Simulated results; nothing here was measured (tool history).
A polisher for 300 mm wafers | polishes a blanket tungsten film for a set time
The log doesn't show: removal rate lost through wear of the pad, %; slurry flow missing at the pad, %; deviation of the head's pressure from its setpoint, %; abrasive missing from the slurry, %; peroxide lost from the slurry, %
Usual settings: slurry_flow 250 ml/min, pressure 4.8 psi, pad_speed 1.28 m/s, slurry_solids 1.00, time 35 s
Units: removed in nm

run	hour	slurry_flow	pressure	pad_speed	slurry_solids	time	wafers since the last listed run	wafers polished on this pad	hours since the slurry nozzle was cleaned	hours since the head pressure was calibrated	hours since the slurry blender was calibrated	hours since the slurry got fresh peroxide	incoming thickness of the incoming film, nm	removed
1	0.0	250	4.8	1.28	1.00	35	0	33	472.1	475.6	110.8	4.6	779.3	285.9
2	16.2	250	3.9	1.28	1.00	35	106	139	488.3	491.8	127.0	20.8	770.4	250.2
# hour 33.4: slurry blender recalibrated
3	59.4	250	3.9	1.28	1.00	35	270	409	531.5	535.0	26.0	64.0	771.2	250.3
4	74.6	250	3.9	1.28	1.00	35	99	509	546.7	550.2	41.2	79.2	796.6	247.9
5	87.8	230	4.8	1.28	1.00	43	86	595	559.9	563.4	54.4	92.4	781.0	346.7
6	98.2	250	4.8	1.28	1.00	35	68	663	570.3	573.8	64.8	102.8	769.8	280.6
# hour 103.3: slurry tank refilled with fresh slurry and peroxide
# hour 126.6: slurry nozzle cleaned
7	150.3	250	4.8	1.28	1.00	35	328	992	23.7	625.9	116.9	47.0	786.9	308.2
# hour 153.7: slurry blender recalibrated
8	159.0	320	4.8	1.28	1.00	35	43	1036	32.4	634.6	5.3	55.7	776.9	316.5
9	169.2	250	4.8	1.28	1.00	35	66	1103	42.6	644.8	15.5	65.9	778.1	307.3
# hour 183.3: worn pad replaced by a new one, of another model than before
10	183.8	250	4.8	1.28	1.00	35	69	3	57.2	659.4	30.1	80.5	772.4	301.0
11	191.3	250	4.8	1.28	1.00	35	49	52	64.7	666.9	37.6	88.0	777.4	304.9
12	200.3	250	4.8	1.28	1.00	35	58	111	73.7	675.9	46.6	97.0	781.2	303.9
# hour 212.4: head pressure recalibrated
13	215.0	285	4.8	1.58	1.00	35	83	194	88.4	2.6	61.3	111.7	778.7	357.1
# hour 227.5: slurry tank refilled with fresh slurry and peroxide
14	231.3	250	6.4	1.28	1.25	35	100	294	104.7	18.9	77.6	3.8	782.8	418.2
15	244.1	250	3.8	1.28	1.00	35	83	378	117.5	31.7	90.4	16.6	791.1	238.3
16	255.8	250	4.8	1.28	1.00	35	76	455	129.2	43.4	102.1	28.3	793.1	298.2
17	265.3	250	5.5	1.28	1.00	35	62	517	138.7	52.9	111.6	37.8	778.0	348.2
# hour 271.7: slurry blender recalibrated
18	281.8	250	4.8	1.52	1.00	43	95	612	155.2	69.4	10.1	54.3	786.7	416.5
19	297.0	250	5.6	1.28	1.25	26	99	712	170.4	84.6	25.3	69.5	773.8	269.2
20	306.9	250	4.8	1.28	1.00	35	64	777	180.3	94.5	35.2	79.4	777.4	305.4
21	319.3	250	4.1	1.56	0.75	35	81	858	192.7	106.9	47.6	91.8	796.2	284.9
22	334.5	250	4.8	1.28	1.15	35	99	958	207.9	122.1	62.8	107.0	789.3	306.7
23	348.2	250	6.2	1.28	1.00	35	89	1047	221.6	135.8	76.5	120.7	770.2	387.3
# hour 360.7: slurry tank refilled with fresh slurry and peroxide
24	363.1	285	4.8	1.28	1.00	45	91	1139	236.5	150.7	91.4	2.4	782.6	383.8
# hour 369.5: worn pad replaced by a new one
25	371.7	325	5.4	1.66	1.25	35	30	14	245.1	159.3	100.0	11.0	775.6	434.1
26	388.0	250	4.8	1.28	1.00	35	106	121	261.4	175.6	116.3	27.3	776.2	294.7

How the hidden state differs across the entries between the runs, from the last listed run before each to the first after it:
Between runs 2 and 3: slurry blender recalibrated (hour 33.4)
  slurry flow missing at the pad, %: 39.9 -> 40.6
  measured less the result without the state, removed: -21.4 -> -22.1 nm
Between runs 6 and 7: slurry tank refilled with fresh slurry and peroxide (hour 103.3); slurry nozzle cleaned (hour 126.6)
  slurry flow missing at the pad, %: 41.2 -> 7.16
  measured less the result without the state, removed: -25.4 -> -2.8 nm
Between runs 7 and 8: slurry blender recalibrated (hour 153.7)
  slurry flow missing at the pad, %: 7.16 -> 8.7
  measured less the result without the state, removed: -2.8 -> -2.8 nm
Between runs 9 and 10: worn pad replaced by a new one, of another model than before (hour 183.3)
  slurry flow missing at the pad, %: 10.4 -> 12.7
  measured less the result without the state, removed: -4.3 -> -4.0 nm
Between runs 12 and 13: head pressure recalibrated (hour 212.4)
  slurry flow missing at the pad, %: 15.2 -> 17.2
  measured less the result without the state, removed: -5.0 -> -6.1 nm
Between runs 13 and 14: slurry tank refilled with fresh slurry and peroxide (hour 227.5)
  slurry flow missing at the pad, %: 17.2 -> 19.3
  measured less the result without the state, removed: -6.1 -> -9.1 nm
Between runs 17 and 18: slurry blender recalibrated (hour 271.7)
  slurry flow missing at the pad, %: 23.1 -> 24.7
  measured less the result without the state, removed: -9.5 -> -12.4 nm
Between runs 23 and 24: slurry tank refilled with fresh slurry and peroxide (hour 360.7)
  slurry flow missing at the pad, %: 30.2 -> 31.2
  measured less the result without the state, removed: -15.1 -> -14.0 nm
Between runs 24 and 25: worn pad replaced by a new one (hour 369.5)
  slurry flow missing at the pad, %: 31.2 -> 31.7
  measured less the result without the state, removed: -14.0 -> -14.4 nm

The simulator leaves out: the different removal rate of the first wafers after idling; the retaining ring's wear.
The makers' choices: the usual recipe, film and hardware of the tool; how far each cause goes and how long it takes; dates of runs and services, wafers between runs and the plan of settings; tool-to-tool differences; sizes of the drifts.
